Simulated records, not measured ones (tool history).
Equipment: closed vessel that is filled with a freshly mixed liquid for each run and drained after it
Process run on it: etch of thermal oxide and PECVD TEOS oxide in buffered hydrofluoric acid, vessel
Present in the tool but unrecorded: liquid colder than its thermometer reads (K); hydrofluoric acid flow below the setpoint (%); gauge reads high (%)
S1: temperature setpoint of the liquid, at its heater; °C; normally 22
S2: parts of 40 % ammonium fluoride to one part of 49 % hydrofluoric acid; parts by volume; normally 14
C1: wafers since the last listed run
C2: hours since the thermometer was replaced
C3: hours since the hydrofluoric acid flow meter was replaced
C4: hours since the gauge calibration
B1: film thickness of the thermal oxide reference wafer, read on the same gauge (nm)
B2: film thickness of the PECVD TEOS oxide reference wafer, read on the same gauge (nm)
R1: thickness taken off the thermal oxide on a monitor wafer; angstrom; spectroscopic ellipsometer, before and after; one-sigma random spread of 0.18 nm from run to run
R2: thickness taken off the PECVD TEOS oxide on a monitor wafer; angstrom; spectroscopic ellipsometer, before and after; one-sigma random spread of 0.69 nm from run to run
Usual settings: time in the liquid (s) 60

run 1 hour=0 | S1=22 S2=14 time_in_the_liquid_(s)=60 | C1=0 C2=1879.4 C3=2081.9 C4=377.5 | B1=99.97 B2=50 | R1=377.7 R2=840.9
run 2 hour=25.7 | S1=22 S2=14 time_in_the_liquid_(s)=60 | C1=3573 C2=1905.1 C3=2107.6 C4=403.2 | B1=100.01 B2=49.98 | R1=377.1 R2=837.9
run 3 hour=46.1 | S1=22 S2=14 time_in_the_liquid_(s)=60 | C1=2836 C2=1925.5 C3=2128 C4=423.6 | B1=99.96 B2=49.96 | R1=379 R2=840.6
run 4 hour=74.1 | S1=22 S2=14 time_in_the_liquid_(s)=60 | C1=3893 C2=1953.5 C3=2156 C4=451.6 | B1=100.02 B2=50.01 | R1=379.2 R2=832.6
run 5 hour=99.8 | S1=22 S2=14 time_in_the_liquid_(s)=60 | C1=3573 C2=1979.2 C3=2181.7 C4=477.3 | B1=99.97 B2=49.99 | R1=375.4 R2=847.1
run 6 hour=116.9 | S1=22 S2=14 time_in_the_liquid_(s)=60 | C1=2377 C2=1996.3 C3=2198.8 C4=494.4 | B1=99.99 B2=50.01 | R1=378.5 R2=846.8
run 7 hour=130.3 | S1=22 S2=14 time_in_the_liquid_(s)=80 | C1=1863 C2=2009.7 C3=2212.2 C4=507.8 | B1=99.98 B2=50.01 | R1=504 R2=1132.5
run 8 hour=159.2 | S1=22 S2=14 time_in_the_liquid_(s)=80 | C1=4018 C2=2038.6 C3=2241.1 C4=536.7 | B1=99.97 B2=49.98 | R1=499.7 R2=1119.4
run 9 hour=183.2 | S1=18 S2=16.5 time_in_the_liquid_(s)=60 | C1=3337 C2=2062.6 C3=2265.1 C4=560.7 | B1=99.98 B2=49.96 | R1=258.3 R2=572.3
run 10 hour=207.4 | S1=22 S2=14 time_in_the_liquid_(s)=60 | C1=3365 C2=2086.8 C3=2289.3 C4=584.9 | B1=99.98 B2=49.99 | R1=371.3 R2=835.4
run 11 hour=223 | S1=24.5 S2=16 time_in_the_liquid_(s)=60 | C1=2169 C2=2102.4 C3=2304.9 C4=600.5 | B1=99.99 B2=50.01 | R1=376.1 R2=831.7
-- hour=236.3 gauge calibrated
run 12 hour=256.5 | S1=25 S2=9.5 time_in_the_liquid_(s)=75 | C1=4658 C2=2135.9 C3=2338.4 C4=20.2 | B1=100 B2=49.99 | R1=809.3 R2=1771.1
-- hour=270.9 thermometer replaced
run 13 hour=287.6 | S1=22 S2=14 time_in_the_liquid_(s)=45 | C1=4185 C2=16.7 C3=2369.5 C4=51.3 | B1=100.03 B2=49.99 | R1=279.1 R2=622.6
run 14 hour=315.2 | S1=19.5 S2=10 time_in_the_liquid_(s)=50 | C1=3837 C2=44.3 C3=2397.1 C4=78.9 | B1=99.95 B2=49.97 | R1=378.8 R2=836.6
run 15 hour=338.3 | S1=17.5 S2=14 time_in_the_liquid_(s)=60 | C1=3212 C2=67.4 C3=2420.2 C4=102 | B1=100.04 B2=50 | R1=291.2 R2=640
-- hour=356.1 hydrofluoric acid flow meter replaced
run 16 hour=373.9 | S1=22 S2=14 time_in_the_liquid_(s)=60 | C1=4811 C2=103 C3=17.8 C4=137.6 | B1=100 B2=50.02 | R1=396.2 R2=891.2
run 17 hour=441.1 | S1=22 S2=14 time_in_the_liquid_(s)=80 | C1=9344 C2=170.2 C3=85 C4=204.8 | B1=100.04 B2=50.02 | R1=531.9 R2=1181.6
run 18 hour=455.3 | S1=25.5 S2=8.5 time_in_the_liquid_(s)=45 | C1=1974 C2=184.4 C3=99.2 C4=219 | B1=100.02 B2=49.96 | R1=567.7 R2=1253.9
run 19 hour=489.3 | S1=18 S2=18.5 time_in_the_liquid_(s)=85 | C1=4727 C2=218.4 C3=133.2 C4=253 | B1=99.99 B2=49.97 | R1=343.5 R2=759.7
run 20 hour=502.3 | S1=22 S2=14 time_in_the_liquid_(s)=60 | C1=1807 C2=231.4 C3=146.2 C4=266 | B1=100.02 B2=50 | R1=397.4 R2=885.4
run 21 hour=533 | S1=22 S2=17.5 time_in_the_liquid_(s)=60 | C1=4269 C2=262.1 C3=176.9 C4=296.7 | B1=100.02 B2=50 | R1=318.3 R2=701
run 22 hour=560.1 | S1=22 S2=11 time_in_the_liquid_(s)=30 | C1=3768 C2=289.2 C3=204 C4=323.8 | B1=99.97 B2=50 | R1=251 R2=552.9
run 23 hour=583.7 | S1=22 S2=14 time_in_the_liquid_(s)=85 | C1=3281 C2=312.8 C3=227.6 C4=347.4 | B1=99.97 B2=50.03 | R1=564.3 R2=1239.4
run 24 hour=604.4 | S1=25 S2=14 time_in_the_liquid_(s)=30 | C1=2878 C2=333.5 C3=248.3 C4=368.1 | B1=99.97 B2=50.07 | R1=233.4 R2=524.6
run 25 hour=620.5 | S1=24 S2=9 time_in_the_liquid_(s)=85 | C1=2238 C2=349.6 C3=264.4 C4=384.2 | B1=100.01 B2=49.94 | R1=933.6 R2=2096.5

Each row is a separate what-if for the run after 25, all from the same tool condition, not one after another. Results?
run A hour=621.2 | S1=22 S2=14 time_in_the_liquid_(s)=60 | C1=97 C2=350.3 C3=265.1 C4=384.9 | B1=? B2=? | R1=? R2=?
run B hour=621.2 | S1=19 S2=11.5 time_in_the_liquid_(s)=35 | C1=97 C2=350.3 C3=265.1 C4=384.9 | B1=? B2=? | R1=? R2=?
run C hour=621.2 | S1=22 S2=14 time_in_the_liquid_(s)=75 | C1=97 C2=350.3 C3=265.1 C4=384.9 | B1=? B2=? | R1=? R2=?
run D hour=621.2 | S1=23.5 S2=9.5 time_in_the_liquid_(s)=90 | C1=97 C2=350.3 C3=265.1 C4=384.9 | B1=? B2=? | R1=? R2=?
run E hour=621.2 | S1=22 S2=14 time_in_the_liquid_(s)=30 | C1=97 C2=350.3 C3=265.1 C4=384.9 | B1=? B2=? | R1=? R2=?

run=A B1=99.98 B2=50 R1=394 R2=881.2
run=B B1=99.98 B2=50 R1=235.7 R2=527.2
run=C B1=99.98 B2=50 R1=492.5 R2=1101.5
run=D B1=99.98 B2=50 R1=927.6 R2=2074.5
run=E B1=99.98 B2=50 R1=197 R2=440.6
Without the tool's unlogged condition, the same runs would have read:
run=A R1=401.9 R2=898.9
run=B R1=240.4 R2=537.7
run=C R1=502.4 R2=1123.6
run=D R1=939.5 R2=2101.2
run=E R1=201 R2=449.4
